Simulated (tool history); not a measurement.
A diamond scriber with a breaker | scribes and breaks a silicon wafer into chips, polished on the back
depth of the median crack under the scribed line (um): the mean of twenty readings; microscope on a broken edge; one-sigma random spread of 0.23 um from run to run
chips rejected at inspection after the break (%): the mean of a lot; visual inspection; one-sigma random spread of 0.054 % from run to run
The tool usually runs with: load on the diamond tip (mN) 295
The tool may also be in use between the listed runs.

run	hour	load on the diamond tip (mN)	wafers since the last listed run	hours since the diamond tip was replaced	hours since the load on the tip was calibrated	incoming depth of the damage left on the back of the incoming wafer, um	depth of the median crack under the scribed line (um)	chips rejected at inspection after the break (%)
1	0	243	0	249	891	0.03	9.95	4.59
2	21.6	345	65	270.6	912.6	0.05	12.75	2.44
3	41.8	345	61	290.8	932.8	0.04	12.47	2.54
4	123	241	246	372	1014	0.03	9.79	5.53
5	147.9	241	75	396.9	1038.9	0.03	9.82	6.62
6	195.1	342	143	444.1	1086.1	0.04	11.87	1.7
7	230.9	262	108	479.9	1121.9	0.03	9.88	3.8
8	254.8	262	72	503.8	1145.8	0.04	10.1	3.82
9	267.4	237	38	516.4	1158.4	0.04	9.47	7.51
10	281.8	237	43	530.8	1172.8	0.01	9.55	7.96
11	353.7	237	218	602.7	1244.7	0.02	9.3	9.52
12	374	295	61	623	1265	0.04	10.34	1.82
13	403.9	295	90	652.9	1294.9	0.02	10.7	2
14	464.5	295	184	713.5	1355.5	0.04	10.75	2.41
15	498.9	295	104	747.9	1389.9	0.01	10.17	2.89
16	552.5	295	162	801.5	1443.5	0.03	10.34	3.35
17	587.4	295	106	836.4	1478.4	0.03	10.19	4.15
18	608.9	295	65	857.9	1499.9	0.05	9.96	3.87
19	626.1	295	52	875.1	1517.1	0.03	9.83	4.03
# hour 637.5: load on the tip recalibrated
20	660.1	295	97	909.1	22.6	0.05	9.95	5.09
21	677	270	51	926	39.5	0.04	9.41	9.5
22	711.3	211	104	960.3	73.8	0.03	7.87	24.73
23	734.2	334	69	983.2	96.7	0.04	10.49	2.64
24	754.6	335	62	1003.6	117.1	0.02	10.19	2.71
25	776.5	249	66	1025.5	139	0.04	8.5	17.88
26	788.9	263	37	1037.9	151.4	0.02	9.02	13.61
# hour 807.6: diamond tip replaced by a new one
27	818.2	295	82	10.6	180.7	0.04	11.68	0.97
28	836.5	250	55	28.9	199	0.02	10.16	3.43
29	931.8	371	289	124.2	294.3	0.05	13.59	5
30	950.1	256	55	142.5	312.6	0.04	10.41	2.98
31	973.6	295	71	166	336.1	0.05	11.18	0.94

What does the tool deliver on the next run?
32	1039.2	328	199	231.6	401.7	0.01	?	?

Run 32 produced depth of the median crack under the scribed line (um) 11.91, chips rejected at inspection after the break (%) 1.53.
On a tool with no hidden condition, and with the same random variation, this run would have come out at depth of the median crack under the scribed line (um) 12.09, chips rejected at inspection after the break (%) 1.91.
